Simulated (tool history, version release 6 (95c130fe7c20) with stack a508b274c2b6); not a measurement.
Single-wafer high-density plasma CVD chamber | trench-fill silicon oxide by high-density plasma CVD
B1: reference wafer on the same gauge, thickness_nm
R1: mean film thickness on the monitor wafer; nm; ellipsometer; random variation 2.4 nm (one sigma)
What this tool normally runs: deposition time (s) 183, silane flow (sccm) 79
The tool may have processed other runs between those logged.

run 1 hour=0 | deposition_time_(s)=204 silane_flow_(sccm)=79 | B1=1689.22 | R1=1777.397
run 2 hour=10 | deposition_time_(s)=204 silane_flow_(sccm)=79 | B1=1689.385 | R1=1777.62
run 3 hour=21.6 | deposition_time_(s)=204 silane_flow_(sccm)=79 | B1=1689.633 | R1=1778.648
run 4 hour=29.3 | deposition_time_(s)=183 silane_flow_(sccm)=86 | B1=1690.123 | R1=1662.431
run 5 hour=43.5 | deposition_time_(s)=183 silane_flow_(sccm)=86 | B1=1689.237 | R1=1665.524
run 6 hour=59 | deposition_time_(s)=183 silane_flow_(sccm)=86 | B1=1690.558 | R1=1661.585
run 7 hour=70.4 | deposition_time_(s)=183 silane_flow_(sccm)=79 | B1=1689.947 | R1=1591.274
-- hour=86 silane flow controller replaced
run 8 hour=86.5 | deposition_time_(s)=195 silane_flow_(sccm)=91 | B1=1689.443 | R1=1824.541
run 9 hour=92.1 | deposition_time_(s)=195 silane_flow_(sccm)=91 | B1=1689.716 | R1=1824.621
-- hour=97.8 gauge calibrated
run 10 hour=109 | deposition_time_(s)=183 silane_flow_(sccm)=67 | B1=1690.381 | R1=1471.498
run 11 hour=115.5 | deposition_time_(s)=208 silane_flow_(sccm)=75 | B1=1689.464 | R1=1764.085
run 12 hour=122.8 | deposition_time_(s)=183 silane_flow_(sccm)=79 | B1=1690.306 | R1=1594.914
run 13 hour=133.7 | deposition_time_(s)=149 silane_flow_(sccm)=84 | B1=1690.039 | R1=1336.043
run 14 hour=146.9 | deposition_time_(s)=160 silane_flow_(sccm)=92 | B1=1690.635 | R1=1509.416
run 15 hour=160.6 | deposition_time_(s)=183 silane_flow_(sccm)=79 | B1=1690.707 | R1=1593.474
run 16 hour=176.9 | deposition_time_(s)=183 silane_flow_(sccm)=79 | B1=1690.415 | R1=1592.889
run 17 hour=191.4 | deposition_time_(s)=183 silane_flow_(sccm)=79 | B1=1690.25 | R1=1591.962
run 18 hour=205.9 | deposition_time_(s)=218 silane_flow_(sccm)=74 | B1=1689.132 | R1=1836.936
run 19 hour=213.3 | deposition_time_(s)=207 silane_flow_(sccm)=69 | B1=1689.176 | R1=1685.726
run 20 hour=224.8 | deposition_time_(s)=201 silane_flow_(sccm)=64 | B1=1689.537 | R1=1587.645

Below are 4 alternative next runs, each starting from the tool's condition after run 20. Predict each:
run A hour=225.3 | deposition_time_(s)=183 silane_flow_(sccm)=79 | B1=? | R1=?
run B hour=225.3 | deposition_time_(s)=173 silane_flow_(sccm)=79 | B1=? | R1=?
run C hour=225.3 | deposition_time_(s)=169 silane_flow_(sccm)=74 | B1=? | R1=?
run D hour=225.3 | deposition_time_(s)=170 silane_flow_(sccm)=65 | B1=? | R1=?

run=A B1=1690.21 R1=1590.651
run=B B1=1690.21 R1=1503.73
run=C B1=1690.21 R1=1422.476
run=D B1=1690.21 R1=1346.722
Stripped of hidden state, with their random variation kept, the same runs would have yielded:
run=A R1=1590.651
run=B R1=1503.73
run=C R1=1422.476
run=D R1=1346.722
